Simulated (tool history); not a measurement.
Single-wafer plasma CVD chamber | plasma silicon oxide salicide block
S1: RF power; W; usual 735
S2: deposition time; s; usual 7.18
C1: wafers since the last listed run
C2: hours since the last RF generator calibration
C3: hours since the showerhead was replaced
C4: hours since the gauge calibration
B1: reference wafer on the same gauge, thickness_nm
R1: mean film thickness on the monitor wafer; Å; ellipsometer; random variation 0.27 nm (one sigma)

run     day   S1    S2    C1      C2      C3     C4      B1      R1
  1   0.000  735  7.18     0   721.6  2351.7  164.3  65.325  766.91
  2   0.562  695  6.29   311   735.1  2365.2  177.8  65.348  662.88
  3   1.450  695  6.29   492   756.4  2386.5  199.1  65.420  662.59
  4   2.096  695  6.29   358   771.9  2402.0  214.6  65.394  663.39
  5   2.904  735  7.18   448   791.3  2421.4  234.0  65.414  769.52
  6   3.429  735  7.18   291   803.9  2434.0  246.6  65.376  769.54
  7   3.938  735  7.18   281   816.1  2446.2  258.8  65.344  770.54
  8   6.592  735  7.18  1471   879.8  2509.9  322.5  65.501  767.31
  9   8.038  735  7.18   801   914.5  2544.6  357.2  65.510  775.15
 10   9.392  735  7.18   750   947.0  2577.1  389.7  65.591  768.43
 11  12.321  735  6.32  1624  1017.3  2647.4  460.0  65.829  680.99
 12  13.012  735  6.32   383  1033.9  2664.0  476.6  65.825  679.06
     13.521  -- showerhead replaced
 13  13.850  735  8.07   279  1054.0     7.9  496.7  65.833  874.13
 14  14.696  735  6.20   468  1074.3    28.2  517.0  65.851  669.27
 15  18.033  735  6.20  1850  1154.4   108.3  597.1  66.196  673.62
 16  20.458  735  7.18  1344  1212.6   166.5  655.3  66.295  773.62
     20.975  -- RF generator calibrated
 17  21.904  610  7.18   616    22.3   201.2  690.0  66.373  742.30
 18  22.733  805  8.57   459    42.2   221.1  709.9  66.458  954.96
 19  24.012  735  7.18   709    72.9   251.8  740.6  66.653  787.22
 20  25.279  795  6.38   702   103.3   282.2  771.0  66.709  712.77
 21  26.588  620  7.90   725   134.7   313.6  802.4  66.788  823.76
 22  27.596  795  7.18   559   158.9   337.8  826.6  66.978  805.31
     28.192  -- gauge calibrated
 23  28.329  845  7.18   406   176.5   355.4    3.3  65.412  792.94
 24  29.121  635  6.35   438   195.5   374.4   22.3  65.301  648.39
 25  29.921  610  6.14   443   214.7   393.6   41.5  65.383  621.30
 26  30.971  735  7.96   582   239.9   418.8   66.7  65.382  855.05
 27  32.171  860  8.22   665   268.7   447.6   95.5  65.468  917.70
 28  33.229  735  8.07   586   294.1   473.0  120.9  65.463  863.67
 29  34.592  615  6.15   755   326.8   505.7  153.6  65.403  626.36
 30  35.725  590  5.85   628   354.0   532.9  180.8  65.383  588.85

3 ways to go on from here, each from the tool as it stands after run 30. What would each give?
  A  35.742  735  7.18   9  354.4  533.3  181.2   ?   ?
  B  35.742  835  6.70   9  354.4  533.3  181.2   ?   ?
  C  35.742  785  7.81   9  354.4  533.3  181.2   ?   ?

run      B1      R1
  A  65.489  767.06
  B  65.489  742.43
  C  65.489  850.23
Without the tool's hidden state the same runs would have given:
run      R1
  A  765.29
  B  740.71
  C  848.26
